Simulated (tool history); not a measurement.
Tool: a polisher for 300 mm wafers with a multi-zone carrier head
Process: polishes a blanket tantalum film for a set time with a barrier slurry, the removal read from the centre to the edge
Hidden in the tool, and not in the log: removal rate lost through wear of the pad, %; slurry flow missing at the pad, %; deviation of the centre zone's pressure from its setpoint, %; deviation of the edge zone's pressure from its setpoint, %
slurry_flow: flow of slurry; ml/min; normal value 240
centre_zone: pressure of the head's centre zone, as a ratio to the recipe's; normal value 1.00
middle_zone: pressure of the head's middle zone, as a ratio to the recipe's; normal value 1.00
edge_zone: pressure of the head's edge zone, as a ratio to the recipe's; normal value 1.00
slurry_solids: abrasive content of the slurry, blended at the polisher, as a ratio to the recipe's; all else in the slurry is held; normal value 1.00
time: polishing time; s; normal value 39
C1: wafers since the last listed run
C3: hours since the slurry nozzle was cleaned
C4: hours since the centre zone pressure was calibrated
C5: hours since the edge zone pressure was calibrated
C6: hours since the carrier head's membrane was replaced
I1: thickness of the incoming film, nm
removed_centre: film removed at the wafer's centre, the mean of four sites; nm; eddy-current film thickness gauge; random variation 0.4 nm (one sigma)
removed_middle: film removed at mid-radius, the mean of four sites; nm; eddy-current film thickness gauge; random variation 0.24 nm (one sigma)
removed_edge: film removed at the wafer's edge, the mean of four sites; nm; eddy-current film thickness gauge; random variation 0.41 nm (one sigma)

run 1 day=0.000 | slurry_flow=240 centre_zone=1.00 middle_zone=1.00 edge_zone=1.00 slurry_solids=1.00 time=39 | C1=0 wafers_polished_on_this_pad=1298 C3=520.6 C4=649.5 C5=1020.9 C6=291.7 | I1=332.7 | removed_centre=35.4 removed_middle=36.0 removed_edge=35.8
-- day=0.204 worn pad replaced by a new one
run 2 day=0.858 | slurry_flow=240 centre_zone=1.00 middle_zone=1.00 edge_zone=1.00 slurry_solids=1.00 time=39 | C1=169 wafers_polished_on_this_pad=159 C3=541.2 C4=670.1 C5=1041.5 C6=312.3 | I1=330.9 | removed_centre=34.9 removed_middle=35.7 removed_edge=36.1
run 3 day=2.012 | slurry_flow=240 centre_zone=1.00 middle_zone=1.00 edge_zone=1.00 slurry_solids=1.00 time=39 | C1=282 wafers_polished_on_this_pad=441 C3=568.9 C4=697.8 C5=1069.2 C6=340.0 | I1=330.1 | removed_centre=35.3 removed_middle=36.2 removed_edge=35.5
run 4 day=3.108 | slurry_flow=300 centre_zone=1.00 middle_zone=0.94 edge_zone=1.00 slurry_solids=1.00 time=39 | C1=267 wafers_polished_on_this_pad=709 C3=595.2 C4=724.1 C5=1095.5 C6=366.3 | I1=325.0 | removed_centre=36.4 removed_middle=35.2 removed_edge=37.4
run 5 day=3.912 | slurry_flow=240 centre_zone=1.00 middle_zone=1.00 edge_zone=1.00 slurry_solids=1.00 time=39 | C1=196 wafers_polished_on_this_pad=906 C3=614.5 C4=743.4 C5=1114.8 C6=385.6 | I1=328.6 | removed_centre=35.0 removed_middle=35.4 removed_edge=36.1
run 6 day=4.467 | slurry_flow=240 centre_zone=1.00 middle_zone=1.00 edge_zone=1.00 slurry_solids=1.00 time=39 | C1=135 wafers_polished_on_this_pad=1041 C3=627.8 C4=756.7 C5=1128.1 C6=398.9 | I1=330.0 | removed_centre=34.5 removed_middle=35.2 removed_edge=36.1
run 7 day=5.533 | slurry_flow=240 centre_zone=1.00 middle_zone=1.00 edge_zone=1.00 slurry_solids=1.00 time=39 | C1=260 wafers_polished_on_this_pad=1302 C3=653.4 C4=782.3 C5=1153.7 C6=424.5 | I1=327.2 | removed_centre=34.9 removed_middle=35.6 removed_edge=35.0
-- day=6.600 edge zone pressure recalibrated
run 8 day=6.812 | slurry_flow=240 centre_zone=1.00 middle_zone=0.89 edge_zone=1.00 slurry_solids=1.00 time=39 | C1=292 wafers_polished_on_this_pad=1594 C3=684.1 C4=813.0 C5=5.1 C6=455.2 | I1=325.1 | removed_centre=34.7 removed_middle=32.1 removed_edge=36.1
-- day=7.371 worn pad replaced by a new one
run 9 day=7.946 | slurry_flow=240 centre_zone=1.00 middle_zone=1.00 edge_zone=1.00 slurry_solids=1.00 time=39 | C1=236 wafers_polished_on_this_pad=140 C3=711.3 C4=840.2 C5=32.3 C6=482.4 | I1=331.9 | removed_centre=33.2 removed_middle=35.0 removed_edge=34.9
run 10 day=9.138 | slurry_flow=240 centre_zone=1.00 middle_zone=0.88 edge_zone=1.00 slurry_solids=1.00 time=26 | C1=291 wafers_polished_on_this_pad=432 C3=739.9 C4=868.8 C5=60.9 C6=511.0 | I1=325.6 | removed_centre=22.5 removed_middle=20.8 removed_edge=23.8
-- day=9.921 carrier head's membrane replaced by a new one
run 11 day=10.300 | slurry_flow=240 centre_zone=1.07 middle_zone=1.00 edge_zone=1.00 slurry_solids=1.00 time=39 | C1=233 wafers_polished_on_this_pad=665 C3=767.8 C4=896.7 C5=88.8 C6=9.1 | I1=329.1 | removed_centre=36.4 removed_middle=34.6 removed_edge=35.2
run 12 day=11.871 | slurry_flow=280 centre_zone=1.00 middle_zone=1.00 edge_zone=0.95 slurry_solids=1.00 time=49 | C1=383 wafers_polished_on_this_pad=1049 C3=805.5 C4=934.4 C5=126.5 C6=46.8 | I1=328.8 | removed_centre=42.8 removed_middle=43.9 removed_edge=44.6
-- day=12.038 centre zone pressure recalibrated
run 13 day=13.167 | slurry_flow=300 centre_zone=1.00 middle_zone=1.00 edge_zone=1.00 slurry_solids=1.00 time=39 | C1=296 wafers_polished_on_this_pad=1345 C3=836.6 C4=27.1 C5=157.6 C6=77.9 | I1=330.8 | removed_centre=34.1 removed_middle=35.4 removed_edge=35.9
-- day=13.454 worn pad replaced by a new one
-- day=13.762 slurry nozzle cleaned
run 14 day=13.988 | slurry_flow=240 centre_zone=1.10 middle_zone=1.00 edge_zone=1.00 slurry_solids=1.00 time=39 | C1=149 wafers_polished_on_this_pad=119 C3=5.4 C4=46.8 C5=177.3 C6=97.6 | I1=329.8 | removed_centre=39.5 removed_middle=37.0 removed_edge=37.0
run 15 day=14.850 | slurry_flow=240 centre_zone=1.00 middle_zone=1.00 edge_zone=1.00 slurry_solids=1.00 time=44 | C1=210 wafers_polished_on_this_pad=330 C3=26.1 C4=67.5 C5=198.0 C6=118.3 | I1=331.4 | removed_centre=40.3 removed_middle=41.6 removed_edge=41.3
run 16 day=15.746 | slurry_flow=240 centre_zone=1.00 middle_zone=1.00 edge_zone=1.00 slurry_solids=1.00 time=39 | C1=218 wafers_polished_on_this_pad=549 C3=47.6 C4=89.0 C5=219.5 C6=139.8 | I1=328.6 | removed_centre=36.0 removed_middle=36.7 removed_edge=37.1

Estimate the outcome of run 17 from the log above:
run 17 day=16.317 | slurry_flow=240 centre_zone=1.00 middle_zone=1.12 edge_zone=1.00 slurry_solids=1.25 time=39 | C1=139 wafers_polished_on_this_pad=689 C3=61.3 C4=102.7 C5=233.2 C6=153.5 | I1=326.6 | removed_centre=? removed_middle=? removed_edge=?

Run 17 yielded removed_centre 39.3 nm, removed_middle 43.8 nm, removed_edge 40.3 nm.
The same run, on a tool lacking any hidden state, would have yielded removed_centre 39.3 nm, removed_middle 43.8 nm, removed_edge 40.4 nm.

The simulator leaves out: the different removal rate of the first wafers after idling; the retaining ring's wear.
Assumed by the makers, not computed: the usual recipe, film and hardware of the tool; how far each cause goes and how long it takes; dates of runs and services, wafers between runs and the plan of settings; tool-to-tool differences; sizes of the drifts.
